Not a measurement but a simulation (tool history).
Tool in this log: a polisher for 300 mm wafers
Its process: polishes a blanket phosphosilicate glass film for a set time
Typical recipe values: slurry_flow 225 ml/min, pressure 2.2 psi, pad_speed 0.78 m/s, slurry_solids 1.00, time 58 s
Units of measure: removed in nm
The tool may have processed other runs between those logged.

run     day  slurry_flow  pressure  pad_speed  slurry_solids  time  incoming thickness of the incoming film, nm  removed
  1   0.000          225       2.2       0.78           1.00    71                                       2520.4    362.4
  2   2.217          225       2.2       0.78           1.00    74                                       2545.0    376.0
  3   4.117          225       2.2       0.78           1.00    58                                       2523.5    289.9
  4   5.279          225       2.2       0.78           1.00    58                                       2539.4    287.7
  5   8.021          225       2.2       0.78           1.00    58                                       2516.4    289.6
  6   9.104          175       2.9       0.78           0.70    42                                       2539.6    226.2
  7  11.908          225       2.2       0.78           1.00    58                                       2507.6    279.7
  8  14.050          150       2.4       0.78           1.00    58                                       2523.4    277.4
  9  16.992          225       2.2       0.78           1.00    58                                       2540.3    277.0
 10  18.962          225       1.5       0.78           1.00    58                                       2558.9    202.8
 11  21.204          225       2.2       0.78           1.25    50                                       2492.3    278.6
 12  22.696          225       2.2       0.78           1.00    58                                       2511.6    291.5
 13  25.462          180       2.2       0.78           1.00    46                                       2497.6    217.7
 14  28.429          150       2.2       0.90           0.85    58                                       2501.2    276.3
 15  37.404          225       1.8       0.54           1.00    58                                       2542.2    174.5
 16  39.075          225       2.2       0.78           1.00    58                                       2501.1    288.9
 17  41.058          225       2.2       0.62           1.00    58                                       2538.6    235.1
 18  43.871          225       2.2       0.62           1.00    58                                       2564.4    237.7
 19  46.217          225       2.2       0.78           1.00    58                                       2494.2    279.4
 20  53.642          225       2.2       0.78           1.00    58                                       2561.9    262.7
 21  54.738          225       2.2       0.78           1.00    58                                       2473.3    266.3
 22  55.825          255       2.2       0.96           1.00    58                                       2531.8    318.7
 23  57.558          225       2.2       0.96           0.75    64                                       2489.0    354.5
 24  59.171          225       1.8       0.78           1.00    58                                       2504.7    242.0

Between the runs listed above, the log contained 16 entries, not reproduced here. Where in the sequence does each belong, and how does what the log doesn't record of the tool's condition differ from the listed run before to the listed run after?
Between runs 1 and 2: head pressure recalibrated (day 1.454)
  slurry flow missing at the pad, %: 3.92 -> 8.35
  measured minus no-state result, removed: -1.9 -> -4.3 nm
Between runs 2 and 3: slurry blender recalibrated (day 3.338)
  slurry flow missing at the pad, %: 8.35 -> 12.1
  measured minus no-state result, removed: -4.3 -> -5.1 nm
Between runs 5 and 6: worn pad replaced by a new one (day 8.579); conditioning disc replaced and pad reconditioned (day 9.083)
  slurry flow missing at the pad, %: 19.9 -> 22.1
  measured minus no-state result, removed: -9.2 -> -10.6 nm
Between runs 9 and 10: slurry nozzle cleaned (day 17.079)
  slurry flow missing at the pad, %: 37.8 -> 5.44
  measured minus no-state result, removed: -22.2 -> -1.5 nm
Between runs 11 and 12: slurry blender recalibrated (day 21.767)
  slurry flow missing at the pad, %: 9.92 -> 12.9
  measured minus no-state result, removed: -3.8 -> -5.4 nm
Between runs 14 and 15: worn pad replaced by a new one (day 29.162); head pressure recalibrated (day 29.446); conditioning disc replaced and pad reconditioned (day 30.946); slurry nozzle cleaned (day 35.512)
  slurry flow missing at the pad, %: 24.3 -> 12.9
  measured minus no-state result, removed: -17.2 -> -3.3 nm
Between runs 16 and 17: slurry blender recalibrated (day 41.000)
  slurry flow missing at the pad, %: 16.3 -> 20.2
  measured minus no-state result, removed: -7.1 -> -7.7 nm
Between runs 19 and 20: worn pad replaced by a new one (day 47.067); conditioning disc replaced and pad reconditioned (day 49.950)
  slurry flow missing at the pad, %: 30.5 -> 45.4
  measured minus no-state result, removed: -15.9 -> -29.2 nm
Between runs 22 and 23: slurry nozzle cleaned (day 56.300); head pressure recalibrated (day 57.321)
  slurry flow missing at the pad, %: 49.7 -> 3.4
  measured minus no-state result, removed: -37.7 -> -1.6 nm
Between runs 23 and 24: slurry blender recalibrated (day 58.408)
  slurry flow missing at the pad, %: 3.4 -> 6.62
  measured minus no-state result, removed: -1.6 -> -2.2 nm

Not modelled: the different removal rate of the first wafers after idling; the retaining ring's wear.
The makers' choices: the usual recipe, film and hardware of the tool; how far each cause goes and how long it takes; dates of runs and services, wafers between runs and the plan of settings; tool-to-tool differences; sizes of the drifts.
